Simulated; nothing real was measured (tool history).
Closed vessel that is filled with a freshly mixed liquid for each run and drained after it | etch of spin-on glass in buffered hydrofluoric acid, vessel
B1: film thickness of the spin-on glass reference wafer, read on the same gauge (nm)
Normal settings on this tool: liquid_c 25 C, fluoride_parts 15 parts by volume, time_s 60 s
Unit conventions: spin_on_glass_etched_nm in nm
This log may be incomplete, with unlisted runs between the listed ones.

Run 1, hour 0: usual settings; B1 49.97. Result: spin_on_glass_etched_nm 103.36 nm.
Run 2, hour 40.3: usual settings; B1 49.97. Result: spin_on_glass_etched_nm 103.79 nm.
Run 3, hour 67.7: usual settings; B1 49.98. Result: spin_on_glass_etched_nm 104.41 nm.
Run 4, hour 270.7: usual settings; B1 49.98. Result: spin_on_glass_etched_nm 103.69 nm.
Run 5, hour 296.1: usual settings; B1 50.01. Result: spin_on_glass_etched_nm 105.16 nm.
Run 6, hour 355.9: usual settings; B1 50.02. Result: spin_on_glass_etched_nm 102.49 nm.
Run 7, hour 423.8: usual settings; B1 49.97. Result: spin_on_glass_etched_nm 103.21 nm.
Run 8, hour 474.7: usual settings but time_s 75 s; B1 50.06. Result: spin_on_glass_etched_nm 128.86 nm.
Run 9, hour 527.2: usual settings but time_s 75 s; B1 50. Result: spin_on_glass_etched_nm 130.05 nm.
Run 10, hour 554.9: usual settings but time_s 75 s; B1 49.99. Result: spin_on_glass_etched_nm 129.67 nm.
Run 11, hour 609: usual settings; B1 49.95. Result: spin_on_glass_etched_nm 104.29 nm.
Run 12, hour 668.8: usual settings; B1 50.03. Result: spin_on_glass_etched_nm 104.82 nm.
At hour 697.5: hydrofluoric acid flow meter replaced.
Run 13, hour 712.9: usual settings; B1 49.98. Result: spin_on_glass_etched_nm 102.8 nm.
At hour 752.8: gauge calibrated.
Run 14, hour 764.6: usual settings but liquid_c 29 C, time_s 30 s; B1 50.03. Result: spin_on_glass_etched_nm 63.85 nm.
Run 15, hour 814.8: usual settings but liquid_c 28.5 C, fluoride_parts 18.5 parts by volume, time_s 40 s; B1 49.99. Result: spin_on_glass_etched_nm 67.88 nm.
Run 16, hour 840.5: usual settings but liquid_c 21 C; B1 49.99. Result: spin_on_glass_etched_nm 83.04 nm.
Run 17, hour 882.3: usual settings; B1 50.01. Result: spin_on_glass_etched_nm 103.8 nm.
Run 18, hour 951.1: usual settings; B1 50.02. Result: spin_on_glass_etched_nm 103.41 nm.
Run 19, hour 977: usual settings; B1 50. Result: spin_on_glass_etched_nm 103.38 nm.
Run 20, hour 1002.8: usual settings; B1 49.99. Result: spin_on_glass_etched_nm 103.54 nm.
Run 21, hour 1033.8: usual settings but liquid_c 28.5 C, fluoride_parts 18.5 parts by volume, time_s 45 s; B1 49.98. Result: spin_on_glass_etched_nm 77.43 nm.
Run 22, hour 1065.2: usual settings; B1 49.96. Result: spin_on_glass_etched_nm 103.23 nm.
Run 23, hour 1111.5: usual settings; B1 49.97. Result: spin_on_glass_etched_nm 105.24 nm.

Estimate the outcome of run 24 from the log above:
Run 24, hour 1140.9: usual settings but liquid_c 20.5 C, fluoride_parts 17.5 parts by volume, time_s 45 s; B1 ?. Result: spin_on_glass_etched_nm ?.

Run 24 came out at B1 50.03, spin_on_glass_etched_nm 52.25 nm.
On a tool with no hidden condition, and with the same random variation, this run would have come out at spin_on_glass_etched_nm 52.25 nm.
